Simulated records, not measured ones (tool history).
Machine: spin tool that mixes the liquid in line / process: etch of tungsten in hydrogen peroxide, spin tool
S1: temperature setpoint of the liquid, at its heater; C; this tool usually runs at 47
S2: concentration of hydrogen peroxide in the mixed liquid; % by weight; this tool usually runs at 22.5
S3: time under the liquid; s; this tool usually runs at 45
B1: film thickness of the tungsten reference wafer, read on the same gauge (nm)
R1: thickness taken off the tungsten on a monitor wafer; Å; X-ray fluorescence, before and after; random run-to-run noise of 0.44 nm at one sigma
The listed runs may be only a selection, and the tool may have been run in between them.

run 1 hour=0 | S1=40 S2=22.5 S3=45 | B1=130 | R1=279.6
run 2 hour=25.6 | S1=40 S2=22.5 S3=45 | B1=130.03 | R1=278.4
run 3 hour=39.9 | S1=40.5 S2=22.5 S3=50 | B1=130 | R1=319.3
run 4 hour=90.8 | S1=40.5 S2=22.5 S3=50 | B1=130.01 | R1=311.7
run 5 hour=110.9 | S1=40.5 S2=22.5 S3=50 | B1=130.01 | R1=314.1
run 6 hour=123.4 | S1=47 S2=17.5 S3=35 | B1=130.04 | R1=293.5
run 7 hour=138.2 | S1=47 S2=22.5 S3=45 | B1=130.02 | R1=427.6
run 8 hour=157.4 | S1=47 S2=22.5 S3=45 | B1=130 | R1=422.1
-- hour=168 new drum of peroxide connected
run 9 hour=172.4 | S1=47 S2=22.5 S3=45 | B1=129.99 | R1=442.3
run 10 hour=206.6 | S1=47 S2=22.5 S3=45 | B1=130.01 | R1=431.1
run 11 hour=242.1 | S1=47 S2=22.5 S3=45 | B1=129.99 | R1=438.3
run 12 hour=274.3 | S1=56 S2=26.5 S3=45 | B1=130.03 | R1=823.8
run 13 hour=299.9 | S1=47 S2=22.5 S3=55 | B1=130.02 | R1=529.2
run 14 hour=314.8 | S1=40.5 S2=22.5 S3=45 | B1=130 | R1=284.8
run 15 hour=350 | S1=47 S2=22.5 S3=40 | B1=130.02 | R1=386.8
-- hour=360.2 heated supply line repaired
-- hour=367.8 gauge calibrated
run 16 hour=403.6 | S1=47 S2=17.5 S3=40 | B1=130.04 | R1=339.5
-- hour=430.1 thermometer replaced
-- hour=432.2 peroxide flow meter replaced
run 17 hour=434.6 | S1=50.5 S2=24.5 S3=45 | B1=130.01 | R1=552.2
run 18 hour=457.5 | S1=49.5 S2=22.5 S3=45 | B1=130 | R1=498.8
run 19 hour=479.5 | S1=47 S2=22.5 S3=45 | B1=130.02 | R1=429.1
run 20 hour=512.6 | S1=47 S2=17.5 S3=45 | B1=130 | R1=371
run 21 hour=548.1 | S1=47 S2=22.5 S3=45 | B1=130 | R1=418.6
run 22 hour=582.2 | S1=47 S2=19.5 S3=25 | B1=130.02 | R1=218.1
-- hour=598.4 new drum of peroxide connected
run 23 hour=602.7 | S1=37.5 S2=22.5 S3=65 | B1=130.04 | R1=344.1
run 24 hour=657.9 | S1=47 S2=16.5 S3=45 | B1=130.01 | R1=373.5
run 25 hour=687.7 | S1=47 S2=22.5 S3=45 | B1=130.01 | R1=440.9
run 26 hour=719.6 | S1=38 S2=19.5 S3=65 | B1=130.04 | R1=328.8

How would selected steps in R1 from run to run divide? Give the signed amount a tool lacking its hidden state would still show from settings, what came in and random variation, and the signed amount left for the hidden state, including any gauge scatter that is not in both of the compared results.
The hidden state here: liquid colder than its thermometer reads (K); peroxide flow above the setpoint (%); temperature lost on the way to the wafer (K); peroxide weaker than its label (%); gauge reads high (%).
Run 8 -> 9: new drum of peroxide connected. R1 +20.2 Å: hidden state +15.9, all else +4.3.
Run 11 -> 12: S1 47 -> 56, S2 22.5 -> 26.5. R1 +385.5 Å: hidden state -6.1, all else +391.6.
Run 12 -> 13: S1 56 -> 47, S2 26.5 -> 22.5, S3 45 -> 55. R1 -294.6 Å: hidden state +2, all else -296.6.
Run 22 -> 23: S1 47 -> 37.5, S2 19.5 -> 22.5, S3 25 -> 65, new drum of peroxide connected. R1 +126 Å: hidden state +8.3, all else +117.7.
